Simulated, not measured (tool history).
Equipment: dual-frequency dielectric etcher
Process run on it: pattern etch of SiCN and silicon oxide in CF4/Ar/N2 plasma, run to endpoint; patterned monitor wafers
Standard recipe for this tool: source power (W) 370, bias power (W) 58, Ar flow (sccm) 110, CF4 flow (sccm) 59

run   hour  source power (W)  bias power (W)  Ar flow (sccm)  CF4 flow (sccm)  wafers since the last listed run  hours since the last wet clean  hours since the last source power generator calibration  hours since the last bias power generator calibration  hours since the last Ar flow controller change  hours since the last CF4 flow controller change  hours since the last upper electrode change  incoming incoming film thickness, nm  endpoint time (s)
  1      0               370              58             110               59                                 0                           576.7                                                   2795.2                                                 2962.3                                          3777.6                                           3760.6                                       3806.4                                 13.45               20.1
  2   48.2               370              58              94               59                               995                           624.9                                                   2843.4                                                 3010.5                                          3825.8                                           3808.8                                       3854.6                                 13.48               19.7
      59.2  -- CF4 flow controller replaced
      60.8  -- Ar flow controller replaced
      75.8  -- bias power generator calibrated
      87.3  -- wet clean of the chamber
        94  -- upper electrode replaced
  3   94.5               370              58              94               59                               339                             7.2                                                   2889.7                                                   18.7                                            33.7                                             35.3                                          0.5                                 13.46                 21
  4   94.8               370              58              94               59                                 6                             7.5                                                     2890                                                     19                                              34                                             35.6                                          0.8                                 13.58               21.3
  5   95.1               370              58             124               59                                 6                             7.8                                                   2890.3                                                   19.3                                            34.3                                             35.9                                          1.1                                 13.57                 22
  6  103.4               370              58             124               59                               171                            16.1                                                   2898.6                                                   27.6                                            42.6                                             44.2                                          9.4                                  13.4               21.6
  7  114.3               370              58             124               59                               225                              27                                                   2909.5                                                   38.5                                            53.5                                             55.1                                         20.3                                 13.35               21.4
     130.7  -- source power generator calibrated
  8  131.2               340              69             110               59                               266                            43.9                                                      0.5                                                   55.4                                            70.4                                               72                                         37.2                                 13.37               21.2
  9    137               370              58             110               51                               119                            49.7                                                      6.3                                                   61.2                                            76.2                                             77.8                                           43                                 13.51               21.9
 10  143.6               290              58             110               63                               136                            56.3                                                     12.9                                                   67.8                                            82.8                                             84.4                                         49.6                                 13.42               25.4
 11  151.6               340              72             119               46                               165                            64.3                                                     20.9                                                   75.8                                            90.8                                             92.4                                         57.6                                 13.55               22.4
 12  164.1               290              58             110               55                               258                            76.8                                                     33.4                                                   88.3                                           103.3                                            104.9                                         70.1                                 13.59               26.5
 13  170.6               370              65             110               59                               134                            83.3                                                     39.9                                                   94.8                                           109.8                                            111.4                                         76.6                                 13.59               20.5
 14  184.5               320              58             110               59                               287                            97.2                                                     53.8                                                  108.7                                           123.7                                            125.3                                         90.5                                 13.56               23.8
 15  195.1               290              58             110               55                               218                           107.8                                                     64.4                                                  119.3                                           134.3                                            135.9                                        101.1                                  13.5               26.1

3 ways to go on from here, each from the tool as it stands after run 15. What would each give?
  A  195.5               370              58             110               59                                 8                           108.2                                                     64.8                                                  119.7                                           134.7                                            136.3                                        101.5                                 13.59                  ?
  B  195.5               310              51             131               67                                 8                           108.2                                                     64.8                                                  119.7                                           134.7                                            136.3                                        101.5                                 13.59                  ?
  C  195.5               290              52             132               49                                 8                           108.2                                                     64.8                                                  119.7                                           134.7                                            136.3                                        101.5                                 13.59                  ?

run  endpoint time (s)
  A               21.4
  B               25.7
  C               28.8
Stripped of hidden state, with their random variation kept, the same runs would have yielded:
run  endpoint time (s)
  A               21.5
  B               25.8
  C               28.9
